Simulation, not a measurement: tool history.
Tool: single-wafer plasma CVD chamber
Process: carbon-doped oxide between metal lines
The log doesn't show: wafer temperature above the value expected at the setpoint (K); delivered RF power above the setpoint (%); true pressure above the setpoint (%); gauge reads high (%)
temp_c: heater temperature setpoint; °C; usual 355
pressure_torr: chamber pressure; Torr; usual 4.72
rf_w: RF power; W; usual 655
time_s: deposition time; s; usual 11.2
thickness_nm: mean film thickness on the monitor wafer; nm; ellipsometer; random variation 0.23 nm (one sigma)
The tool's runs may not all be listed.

| run | hour | temp_c | pressure_torr | rf_w | time_s | wafers since the last listed run | hours since the last thermocouple change | hours since the last RF generator calibration | hours since the last manometer calibration | hours since the showerhead was replaced | hours since the gauge calibration | read-back reference wafer on the same gauge, thickness_nm | thickness_nm |
|---|---|---|---|---|---|---|---|---|---|---|---|---|---|
| 1 | 0.0 | 359 | 4.72 | 655 | 11.2 | 0 | 2008.0 | 1175.1 | 2480.9 | 7567.0 | 114.4 | 61.204 | 64.232 |
| 2 | 31.0 | 355 | 4.72 | 655 | 11.2 | 1057 | 2039.0 | 1206.1 | 2511.9 | 7598.0 | 145.4 | 61.273 | 65.180 |
| 3 | 48.8 | 355 | 4.72 | 600 | 10.1 | 607 | 2056.8 | 1223.9 | 2529.7 | 7615.8 | 163.2 | 61.228 | 55.524 |
| 4 | 78.7 | 355 | 4.72 | 600 | 10.1 | 1020 | 2086.7 | 1253.8 | 2559.6 | 7645.7 | 193.1 | 61.255 | 56.039 |
| 5 | 100.6 | 355 | 4.72 | 600 | 10.1 | 747 | 2108.6 | 1275.7 | 2581.5 | 7667.6 | 215.0 | 61.225 | 55.610 |
| 6 | 130.0 | 348 | 4.72 | 655 | 11.2 | 1003 | 2138.0 | 1305.1 | 2610.9 | 7697.0 | 244.4 | 61.217 | 65.800 |
|  | 153.7 | gauge calibrated |
|  | 158.9 | showerhead replaced |
| 7 | 159.4 | 348 | 4.72 | 655 | 11.2 | 730 | 2167.4 | 1334.5 | 2640.3 | 0.5 | 5.7 | 61.250 | 65.641 |
| 8 | 180.5 | 348 | 4.72 | 655 | 11.2 | 720 | 2188.5 | 1355.6 | 2661.4 | 21.6 | 26.8 | 61.207 | 65.629 |
| 9 | 215.2 | 355 | 3.85 | 655 | 11.2 | 1184 | 2223.2 | 1390.3 | 2696.1 | 56.3 | 61.5 | 61.225 | 61.937 |
| 10 | 236.2 | 342 | 4.72 | 615 | 12.5 | 716 | 2244.2 | 1411.3 | 2717.1 | 77.3 | 82.5 | 61.144 | 71.600 |
|  | 254.1 | capacitance manometer re-zeroed and calibrated |
|  | 259.7 | RF generator calibrated |
| 11 | 260.2 | 355 | 5.37 | 695 | 11.2 | 353 | 2268.2 | 0.5 | 6.1 | 101.3 | 106.5 | 61.183 | 71.710 |
| 12 | 263.8 | 367 | 5.54 | 785 | 12.3 | 122 | 2271.8 | 4.1 | 9.7 | 104.9 | 110.1 | 61.101 | 82.177 |
|  | 336.0 | thermocouple changed; heater temperature recalibrated |
| 13 | 361.0 | 355 | 4.72 | 600 | 10.1 | 3043 | 25.0 | 101.3 | 106.9 | 202.1 | 207.3 | 61.164 | 58.218 |
| 14 | 392.0 | 355 | 5.78 | 655 | 11.2 | 1057 | 56.0 | 132.3 | 137.9 | 233.1 | 238.3 | 61.215 | 69.847 |
| 15 | 406.8 | 355 | 4.72 | 655 | 11.2 | 505 | 70.8 | 147.1 | 152.7 | 247.9 | 253.1 | 61.176 | 67.254 |
| 16 | 423.4 | 365 | 3.81 | 700 | 10.2 | 566 | 87.4 | 163.7 | 169.3 | 264.5 | 269.7 | 61.180 | 59.251 |
| 17 | 435.6 | 369 | 5.28 | 655 | 11.2 | 416 | 99.6 | 175.9 | 181.5 | 276.7 | 281.9 | 61.103 | 66.601 |
| 18 | 457.3 | 348 | 4.72 | 655 | 11.2 | 740 | 121.3 | 197.6 | 203.2 | 298.4 | 303.6 | 61.221 | 68.716 |
|  | 458.3 | gauge calibrated |
| 19 | 480.2 | 364 | 3.73 | 565 | 11.2 | 781 | 144.2 | 220.5 | 226.1 | 321.3 | 21.9 | 61.199 | 58.272 |

The same runs without the tool's hidden state, with the same run-to-run variation:
| run | thickness_nm |
|---|---|
| 1 | 67.310 |
| 2 | 68.383 |
| 3 | 58.296 |
| 4 | 58.902 |
| 5 | 58.498 |
| 6 | 69.286 |
| 7 | 69.194 |
| 8 | 69.236 |
| 9 | 65.426 |
| 10 | 75.699 |
| 11 | 71.948 |
| 12 | 82.460 |
| 13 | 58.618 |
| 14 | 70.396 |
| 15 | 67.818 |
| 16 | 59.777 |
| 17 | 67.226 |
| 18 | 69.413 |
| 19 | 58.915 |
